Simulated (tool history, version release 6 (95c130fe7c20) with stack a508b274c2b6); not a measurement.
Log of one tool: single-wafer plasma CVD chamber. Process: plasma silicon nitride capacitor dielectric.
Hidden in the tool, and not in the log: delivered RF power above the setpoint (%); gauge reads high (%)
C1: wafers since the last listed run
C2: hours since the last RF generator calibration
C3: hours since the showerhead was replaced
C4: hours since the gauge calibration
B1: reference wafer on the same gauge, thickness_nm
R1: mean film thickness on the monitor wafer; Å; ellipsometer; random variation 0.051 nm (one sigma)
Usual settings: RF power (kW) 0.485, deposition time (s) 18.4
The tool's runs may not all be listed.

run 1 day=0.000 | RF_power_(kW)=0.485 deposition_time_(s)=18.4 | C1=0 C2=1566.0 C3=2086.7 C4=933.9 | B1=31.905 | R1=296.04
run 2 day=1.267 | RF_power_(kW)=0.485 deposition_time_(s)=18.4 | C1=663 C2=1596.4 C3=2117.1 C4=964.3 | B1=31.902 | R1=295.81
run 3 day=4.125 | RF_power_(kW)=0.425 deposition_time_(s)=18.4 | C1=1498 C2=1665.0 C3=2185.7 C4=1032.9 | B1=31.888 | R1=287.86
run 4 day=5.438 | RF_power_(kW)=0.485 deposition_time_(s)=21.3 | C1=687 C2=1696.5 C3=2217.2 C4=1064.4 | B1=31.874 | R1=342.14
run 5 day=7.600 | RF_power_(kW)=0.410 deposition_time_(s)=18.4 | C1=1133 C2=1748.4 C3=2269.1 C4=1116.3 | B1=31.916 | R1=286.52
run 6 day=10.567 | RF_power_(kW)=0.410 deposition_time_(s)=18.4 | C1=1554 C2=1819.6 C3=2340.3 C4=1187.5 | B1=31.897 | R1=284.94
run 7 day=12.983 | RF_power_(kW)=0.410 deposition_time_(s)=18.4 | C1=1266 C2=1877.6 C3=2398.3 C4=1245.5 | B1=31.886 | R1=285.26
run 8 day=14.667 | RF_power_(kW)=0.485 deposition_time_(s)=18.4 | C1=882 C2=1918.0 C3=2438.7 C4=1285.9 | B1=31.907 | R1=294.95
-- day=16.054 gauge calibrated
run 9 day=17.225 | RF_power_(kW)=0.485 deposition_time_(s)=18.4 | C1=1340 C2=1979.4 C3=2500.1 C4=28.1 | B1=31.879 | R1=295.40
-- day=19.646 showerhead replaced
run 10 day=19.800 | RF_power_(kW)=0.485 deposition_time_(s)=18.4 | C1=1174 C2=2041.2 C3=3.7 C4=89.9 | B1=31.908 | R1=295.14
run 11 day=22.704 | RF_power_(kW)=0.485 deposition_time_(s)=16.6 | C1=1522 C2=2110.9 C3=73.4 C4=159.6 | B1=31.906 | R1=266.97
run 12 day=25.000 | RF_power_(kW)=0.485 deposition_time_(s)=18.4 | C1=1203 C2=2166.0 C3=128.5 C4=214.7 | B1=31.899 | R1=294.25
run 13 day=26.996 | RF_power_(kW)=0.395 deposition_time_(s)=20.7 | C1=1046 C2=2213.9 C3=176.4 C4=262.6 | B1=31.905 | R1=317.59
run 14 day=29.462 | RF_power_(kW)=0.515 deposition_time_(s)=19.4 | C1=1292 C2=2273.1 C3=235.6 C4=321.8 | B1=31.907 | R1=314.76
run 15 day=30.633 | RF_power_(kW)=0.395 deposition_time_(s)=20.7 | C1=613 C2=2301.2 C3=263.7 C4=349.9 | B1=31.896 | R1=316.39
-- day=31.179 RF generator calibrated
run 16 day=31.988 | RF_power_(kW)=0.535 deposition_time_(s)=17.3 | C1=535 C2=19.4 C3=296.2 C4=382.4 | B1=31.878 | R1=287.89
run 17 day=33.392 | RF_power_(kW)=0.395 deposition_time_(s)=16.2 | C1=735 C2=53.1 C3=329.9 C4=416.1 | B1=31.916 | R1=252.86
run 18 day=34.462 | RF_power_(kW)=0.555 deposition_time_(s)=18.4 | C1=561 C2=78.8 C3=355.6 C4=441.8 | B1=31.891 | R1=307.41
run 19 day=36.629 | RF_power_(kW)=0.405 deposition_time_(s)=16.1 | C1=1135 C2=130.8 C3=407.6 C4=493.8 | B1=31.914 | R1=250.91
run 20 day=37.896 | RF_power_(kW)=0.540 deposition_time_(s)=20.8 | C1=663 C2=161.2 C3=438.0 C4=524.2 | B1=31.915 | R1=346.41
run 21 day=40.500 | RF_power_(kW)=0.540 deposition_time_(s)=19.7 | C1=1364 C2=223.7 C3=500.5 C4=586.7 | B1=31.865 | R1=328.70
run 22 day=43.250 | RF_power_(kW)=0.540 deposition_time_(s)=19.8 | C1=1441 C2=289.7 C3=566.5 C4=652.7 | B1=31.903 | R1=329.76
run 23 day=45.908 | RF_power_(kW)=0.430 deposition_time_(s)=15.7 | C1=1393 C2=353.5 C3=630.3 C4=716.5 | B1=31.908 | R1=248.29

4 ways to go on from here, each from the tool as it stands after run 23. What would each give?
run A day=45.925 | RF_power_(kW)=0.485 deposition_time_(s)=16.9 | C1=8 C2=353.9 C3=630.7 C4=716.9 | B1=? | R1=?
run B day=45.925 | RF_power_(kW)=0.555 deposition_time_(s)=20.7 | C1=8 C2=353.9 C3=630.7 C4=716.9 | B1=? | R1=?
run C day=45.925 | RF_power_(kW)=0.485 deposition_time_(s)=16.7 | C1=8 C2=353.9 C3=630.7 C4=716.9 | B1=? | R1=?
run D day=45.925 | RF_power_(kW)=0.575 deposition_time_(s)=21.8 | C1=8 C2=353.9 C3=630.7 C4=716.9 | B1=? | R1=?

run=A B1=31.893 R1=274.11
run=B B1=31.893 R1=346.00
run=C B1=31.893 R1=270.87
run=D B1=31.893 R1=367.35
Without the tool's hidden state the same runs would have given:
run=A R1=275.82
run=B R1=348.16
run=C R1=272.55
run=D R1=369.63

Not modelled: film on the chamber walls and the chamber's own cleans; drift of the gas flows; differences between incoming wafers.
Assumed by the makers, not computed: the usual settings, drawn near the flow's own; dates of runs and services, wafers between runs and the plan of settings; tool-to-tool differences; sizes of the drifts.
